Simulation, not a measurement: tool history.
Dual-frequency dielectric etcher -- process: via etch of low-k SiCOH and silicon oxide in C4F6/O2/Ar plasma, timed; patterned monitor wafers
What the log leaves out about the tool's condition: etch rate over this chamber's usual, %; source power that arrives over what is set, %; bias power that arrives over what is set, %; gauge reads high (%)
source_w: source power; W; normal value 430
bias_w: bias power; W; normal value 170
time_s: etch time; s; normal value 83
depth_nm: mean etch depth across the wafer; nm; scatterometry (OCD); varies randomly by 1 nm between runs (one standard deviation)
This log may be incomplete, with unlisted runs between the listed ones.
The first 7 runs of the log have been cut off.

run,hour,source_w,bias_w,time_s,wafers since the last listed run,hours since the last wet clean,hours since the last source power generator calibration,hours since the last bias power generator calibration,hours since the last upper electrode change,hours since the gauge calibration,"read-back reference wafer on the same gauge, depth_nm",depth_nm
8,338.3,430,170,83,351,40.4,64.4,4171,168.4,1537.5,235.1,235.6
9,399,430,170,83,716,101.1,125.1,4231.7,229.1,1598.2,235.4,236.9
# hour 438.9: bias power generator calibrated
10,439.4,430,148,83,429,141.5,165.5,0.5,269.5,1638.6,235,231
11,487.5,430,170,83,568,189.6,213.6,48.6,317.6,1686.7,234.7,238.9
12,529.9,430,170,83,500,232,256,91,360,1729.1,234.9,240.2
13,592.9,430,170,90.5,743,295,319,154,423,1792.1,234.5,265.4
14,622.8,430,155,58,353,324.9,348.9,183.9,452.9,1822,234.9,165.8
15,656.6,380,187,101.5,399,358.7,382.7,217.7,486.7,1855.8,235.1,293.5
16,689.9,520,170,83,393,392,416,251,520,1889.1,235,261.5
17,732.9,530,183,59.5,507,435,459,294,563,1932.1,235,193.2
18,793.7,430,170,83,717,495.8,519.8,354.8,623.8,1992.9,235.2,247.9
19,837,400,170,62,511,539.1,563.1,398.1,667.1,2036.2,235.2,179.7
20,863,330,155,83,307,565.1,589.1,424.1,693.1,2062.2,235.2,221.8
# hour 869.4: gauge calibrated
# hour 903.5: wet clean of the chamber
21,904,340,149,107,200,0.5,630.1,465.1,734.1,34.6,234.8,270.6
22,957.1,430,170,83,627,53.6,683.2,518.2,787.2,87.7,234.7,235.4
23,983.9,430,170,83,316,80.4,710,545,814,114.5,235.1,234.8
24,1031.8,430,141,106,565,128.3,757.9,592.9,861.9,162.4,235.1,289.4
25,1065.3,430,170,83,395,161.8,791.4,626.4,895.4,195.9,234.7,238.3
26,1227.7,430,198,99.5,1917,324.2,953.8,788.8,1057.8,358.3,234.9,299.5
27,1267.8,390,182,66.5,473,364.3,993.9,828.9,1097.9,398.4,235,192.1
28,1314.9,430,170,89.5,556,411.4,1041,876,1145,445.5,235,263
29,1360.3,320,137,83,536,456.8,1086.4,921.4,1190.4,490.9,235.3,209.8
30,1425.8,510,170,76,773,522.3,1151.9,986.9,1255.9,556.4,235.3,240.1

What if the next run were any one of these 4? Each begins from the tool's condition after run 30:
A,1426.2,430,170,83,4,522.7,1152.3,987.3,1256.3,556.8,?,?
B,1426.2,370,195,96,4,522.7,1152.3,987.3,1256.3,556.8,?,?
C,1426.2,430,195,83,4,522.7,1152.3,987.3,1256.3,556.8,?,?
D,1426.2,510,209,70,4,522.7,1152.3,987.3,1256.3,556.8,?,?

run,"read-back reference wafer on the same gauge, depth_nm",depth_nm
A,234.6,247
B,234.6,280
C,234.6,255.2
D,234.6,232.6
With no hidden state in the tool, these same runs would have given:
run,depth_nm
A,235.4
B,266.9
C,243.2
D,221.7
